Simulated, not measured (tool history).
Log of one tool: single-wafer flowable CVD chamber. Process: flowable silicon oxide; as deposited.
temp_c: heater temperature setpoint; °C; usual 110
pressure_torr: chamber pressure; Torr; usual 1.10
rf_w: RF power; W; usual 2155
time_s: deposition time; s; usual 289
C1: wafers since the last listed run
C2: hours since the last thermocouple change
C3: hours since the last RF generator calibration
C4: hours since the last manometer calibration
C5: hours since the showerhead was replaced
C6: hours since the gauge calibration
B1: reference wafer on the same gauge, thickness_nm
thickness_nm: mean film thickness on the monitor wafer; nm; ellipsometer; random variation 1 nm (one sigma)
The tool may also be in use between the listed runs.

{"run": 1, "hour": 0.0, "temp_c": 99, "pressure_torr": 1.29, "rf_w": 2155, "time_s": 289, "C1": 0, "C2": 1734.5, "C3": 1136.8, "C4": 2222.6, "C5": 4510.8, "C6": 121.9, "B1": 201.904, "thickness_nm": 251.434}
{"run": 2, "hour": 12.0, "temp_c": 110, "pressure_torr": 1.1, "rf_w": 2020, "time_s": 289, "C1": 51, "C2": 1746.5, "C3": 1148.8, "C4": 2234.6, "C5": 4522.8, "C6": 133.9, "B1": 202.05, "thickness_nm": 148.1}
{"run": 3, "hour": 26.1, "temp_c": 107, "pressure_torr": 0.93, "rf_w": 2155, "time_s": 289, "C1": 60, "C2": 1760.6, "C3": 1162.9, "C4": 2248.7, "C5": 4536.9, "C6": 148.0, "B1": 201.826, "thickness_nm": 146.366}
{"run": 4, "hour": 39.7, "temp_c": 107, "pressure_torr": 0.93, "rf_w": 2155, "time_s": 289, "C1": 58, "C2": 1774.2, "C3": 1176.5, "C4": 2262.3, "C5": 4550.5, "C6": 161.6, "B1": 202.046, "thickness_nm": 147.84}
{"run": 5, "hour": 47.9, "temp_c": 107, "pressure_torr": 0.93, "rf_w": 2155, "time_s": 289, "C1": 34, "C2": 1782.4, "C3": 1184.7, "C4": 2270.5, "C5": 4558.7, "C6": 169.8, "B1": 201.981, "thickness_nm": 147.931}
{"run": 6, "hour": 62.9, "temp_c": 110, "pressure_torr": 1.1, "rf_w": 2155, "time_s": 289, "C1": 63, "C2": 1797.4, "C3": 1199.7, "C4": 2285.5, "C5": 4573.7, "C6": 184.8, "B1": 201.709, "thickness_nm": 149.615}
{"run": 7, "hour": 71.4, "temp_c": 110, "pressure_torr": 1.1, "rf_w": 2155, "time_s": 289, "C1": 36, "C2": 1805.9, "C3": 1208.2, "C4": 2294.0, "C5": 4582.2, "C6": 193.3, "B1": 202.08, "thickness_nm": 148.977}
{"hour": 80.4, "done": "thermocouple changed; heater temperature recalibrated"}
{"run": 8, "hour": 80.9, "temp_c": 110, "pressure_torr": 1.1, "rf_w": 2155, "time_s": 289, "C1": 6, "C2": 0.5, "C3": 1217.7, "C4": 2303.5, "C5": 4591.7, "C6": 202.8, "B1": 202.106, "thickness_nm": 186.909}
{"run": 9, "hour": 88.2, "temp_c": 110, "pressure_torr": 1.1, "rf_w": 2155, "time_s": 289, "C1": 31, "C2": 7.8, "C3": 1225.0, "C4": 2310.8, "C5": 4599.0, "C6": 210.1, "B1": 201.899, "thickness_nm": 184.696}
{"run": 10, "hour": 98.1, "temp_c": 110, "pressure_torr": 1.1, "rf_w": 2155, "time_s": 289, "C1": 42, "C2": 17.7, "C3": 1234.9, "C4": 2320.7, "C5": 4608.9, "C6": 220.0, "B1": 201.968, "thickness_nm": 184.303}
{"run": 11, "hour": 108.5, "temp_c": 110, "pressure_torr": 1.1, "rf_w": 2155, "time_s": 289, "C1": 44, "C2": 28.1, "C3": 1245.3, "C4": 2331.1, "C5": 4619.3, "C6": 230.4, "B1": 201.894, "thickness_nm": 184.28}
{"hour": 109.6, "done": "gauge calibrated"}
{"run": 12, "hour": 115.3, "temp_c": 121, "pressure_torr": 1.26, "rf_w": 2155, "time_s": 289, "C1": 29, "C2": 34.9, "C3": 1252.1, "C4": 2337.9, "C5": 4626.1, "C6": 5.7, "B1": 202.023, "thickness_nm": 138.42}
{"run": 13, "hour": 129.7, "temp_c": 110, "pressure_torr": 1.1, "rf_w": 2155, "time_s": 289, "C1": 61, "C2": 49.3, "C3": 1266.5, "C4": 2352.3, "C5": 4640.5, "C6": 20.1, "B1": 202.078, "thickness_nm": 182.665}
{"hour": 142.8, "done": "showerhead replaced"}
{"run": 14, "hour": 143.3, "temp_c": 110, "pressure_torr": 1.1, "rf_w": 2155, "time_s": 254, "C1": 23, "C2": 62.9, "C3": 1280.1, "C4": 2365.9, "C5": 0.5, "C6": 33.7, "B1": 201.861, "thickness_nm": 158.782}
{"hour": 152.2, "done": "capacitance manometer re-zeroed and calibrated"}
{"run": 15, "hour": 156.9, "temp_c": 110, "pressure_torr": 1.1, "rf_w": 2155, "time_s": 289, "C1": 23, "C2": 76.5, "C3": 1293.7, "C4": 4.7, "C5": 14.1, "C6": 47.3, "B1": 201.942, "thickness_nm": 180.821}
{"run": 16, "hour": 167.7, "temp_c": 110, "pressure_torr": 0.89, "rf_w": 2155, "time_s": 289, "C1": 46, "C2": 87.3, "C3": 1304.5, "C4": 15.5, "C5": 24.9, "C6": 58.1, "B1": 202.093, "thickness_nm": 153.752}
{"hour": 186.6, "done": "RF generator calibrated"}
{"run": 17, "hour": 187.1, "temp_c": 110, "pressure_torr": 1.1, "rf_w": 2155, "time_s": 289, "C1": 48, "C2": 106.7, "C3": 0.5, "C4": 34.9, "C5": 44.3, "C6": 77.5, "B1": 201.852, "thickness_nm": 180.227}
{"run": 18, "hour": 195.4, "temp_c": 110, "pressure_torr": 0.94, "rf_w": 2155, "time_s": 289, "C1": 35, "C2": 115.0, "C3": 8.8, "C4": 43.2, "C5": 52.6, "C6": 85.8, "B1": 201.882, "thickness_nm": 158.869}
{"run": 19, "hour": 201.6, "temp_c": 110, "pressure_torr": 1.1, "rf_w": 2155, "time_s": 289, "C1": 26, "C2": 121.2, "C3": 15.0, "C4": 49.4, "C5": 58.8, "C6": 92.0, "B1": 202.052, "thickness_nm": 179.093}
{"run": 20, "hour": 210.6, "temp_c": 118, "pressure_torr": 1.1, "rf_w": 2155, "time_s": 255, "C1": 38, "C2": 130.2, "C3": 24.0, "C4": 58.4, "C5": 67.8, "C6": 101.0, "B1": 201.788, "thickness_nm": 118.598}
{"run": 21, "hour": 227.0, "temp_c": 110, "pressure_torr": 1.33, "rf_w": 2155, "time_s": 252, "C1": 69, "C2": 146.6, "C3": 40.4, "C4": 74.8, "C5": 84.2, "C6": 117.4, "B1": 202.078, "thickness_nm": 178.925}
{"run": 22, "hour": 244.9, "temp_c": 110, "pressure_torr": 0.86, "rf_w": 1975, "time_s": 289, "C1": 76, "C2": 164.5, "C3": 58.3, "C4": 92.7, "C5": 102.1, "C6": 135.3, "B1": 201.96, "thickness_nm": 142.828}

Hidden state or all else? Some run-to-run changes of thickness_nm, split into what the settings, what came in and random variation would give without the hidden state, and what is left for the hidden state (with any gauge scatter that isn't in both results):
The hidden state here: wafer temperature above the value expected at the setpoint (K); delivered RF power above the setpoint (%); true pressure above the setpoint (%); gauge reads high (%).
Run 1 -> 2: temp_c 99 -> 110, pressure_torr 1.29 -> 1.10, rf_w 2155 -> 2020. thickness_nm -103.334 nm: hidden state +30.038, all else -133.372.
Run 7 -> 8: thermocouple changed; heater temperature recalibrated. thickness_nm +37.932 nm: hidden state +36.125, all else +1.807.
Run 19 -> 20: temp_c 110 -> 118, time_s 289 -> 255. thickness_nm -60.495 nm: hidden state +2.936, all else -63.431.
